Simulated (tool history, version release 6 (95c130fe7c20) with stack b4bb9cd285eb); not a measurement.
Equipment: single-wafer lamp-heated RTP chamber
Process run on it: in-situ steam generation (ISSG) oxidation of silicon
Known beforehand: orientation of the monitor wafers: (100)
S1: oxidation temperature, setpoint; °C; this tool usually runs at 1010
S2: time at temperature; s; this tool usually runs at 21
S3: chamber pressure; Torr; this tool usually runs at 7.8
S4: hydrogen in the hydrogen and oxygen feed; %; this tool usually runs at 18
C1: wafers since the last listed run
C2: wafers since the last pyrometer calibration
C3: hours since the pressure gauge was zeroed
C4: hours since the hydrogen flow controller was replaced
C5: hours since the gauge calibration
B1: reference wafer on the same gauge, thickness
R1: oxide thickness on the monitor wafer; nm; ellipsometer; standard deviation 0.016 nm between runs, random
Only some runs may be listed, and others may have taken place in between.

run,hour,S1,S2,S3,S4,C1,C2,C3,C4,C5,B1,R1
1,0,1010,21,7.8,18,0,4859,1733.8,2217.2,19.4,4.889,5.449
2,9.7,1010,21,7.8,18,68,4927,1743.5,2226.9,29.1,4.893,5.449
3,27.1,1010,21,7.8,18,122,5050,1760.9,2244.3,46.5,4.89,5.453
4,39.1,1010,21,7.8,18,84,5134,1772.9,2256.3,58.5,4.89,5.502
5,48,1010,21,7.8,18,62,5197,1781.8,2265.2,67.4,4.89,5.493
6,54.6,1010,21,7.8,22,46,5244,1788.4,2271.8,74,4.892,5.745
7,66.2,1010,21,7.8,22,81,5325,1800,2283.4,85.6,4.889,5.768
8,81.3,1010,21,7.8,22,106,5432,1815.1,2298.5,100.7,4.891,5.746
9,87.7,1025,21,6.9,18,45,5477,1821.5,2304.9,107.1,4.889,5.859
10,98.5,1010,21,7.8,18,76,5553,1832.3,2315.7,117.9,4.89,5.503
11,152,1010,21,7.8,18,377,5930,1885.8,2369.2,171.4,4.889,5.515
12,162.4,1010,21,7.8,18,73,6004,1896.2,2379.6,181.8,4.89,5.504
13,178.1,1010,21,7.8,18,110,6114,1911.9,2395.3,197.5,4.888,5.523
14,188.7,1010,19,7.8,12,74,6189,1922.5,2405.9,208.1,4.891,4.788
15,197.2,1010,21,7.8,18,59,6249,1931,2414.4,216.6,4.89,5.497
# hour 206.2: pyrometer window cleaned and pyrometer calibrated
16,212.4,1010,21,7.8,21,50,43,1946.2,2429.6,231.8,4.888,5.479
17,229.1,1010,26,6.9,22,117,161,1962.9,2446.3,248.5,4.891,6.148
# hour 236.3: gauge calibrated
18,238.8,1010,21,7.8,18,68,229,1972.6,2456,2.5,4.891,5.313
# hour 253.4: pressure gauge zeroed
# hour 256.5: hydrogen flow controller replaced
19,257,1010,21,7.8,25,49,278,3.6,0.5,20.7,4.888,5.742
20,278.8,1010,19,7.8,15,153,432,25.4,22.3,42.5,4.889,4.861
21,293.6,1010,21,7.8,18,104,536,40.2,37.1,57.3,4.89,5.317
22,300.9,1010,21,7.4,18,51,588,47.5,44.4,64.6,4.89,5.33
23,309,1010,26,7.8,18,57,645,55.6,52.5,72.7,4.89,5.919
24,321.7,1010,21,6.9,18,89,734,68.3,65.2,85.4,4.889,5.308
25,335.4,996,26,6.9,18,96,831,82,78.9,99.1,4.888,5.511
26,341.8,1010,21,7.8,11,45,876,88.4,85.3,105.5,4.889,4.795
27,352.2,1004,15,7.8,22,73,949,98.8,95.7,115.9,4.886,4.666
28,364.6,1000,28,7.8,27,87,1037,111.2,108.1,128.3,4.89,6.484

Predict each of these 4 candidate next runs independently; none follows another, all start after run 28:
A,365,1018,21,7.8,18,2,1040,111.6,108.5,128.7,?,?
B,365,1010,21,7.8,24,2,1040,111.6,108.5,128.7,?,?
C,365,1004,21,7.8,23,2,1040,111.6,108.5,128.7,?,?
D,365,998,21,7.8,11,2,1040,111.6,108.5,128.7,?,?

run,B1,R1
A,4.89,5.556
B,4.89,5.734
C,4.89,5.527
D,4.89,4.569
What these runs would have given with no unlogged condition in the tool:
run,R1
A,5.479
B,5.657
C,5.455
D,4.513
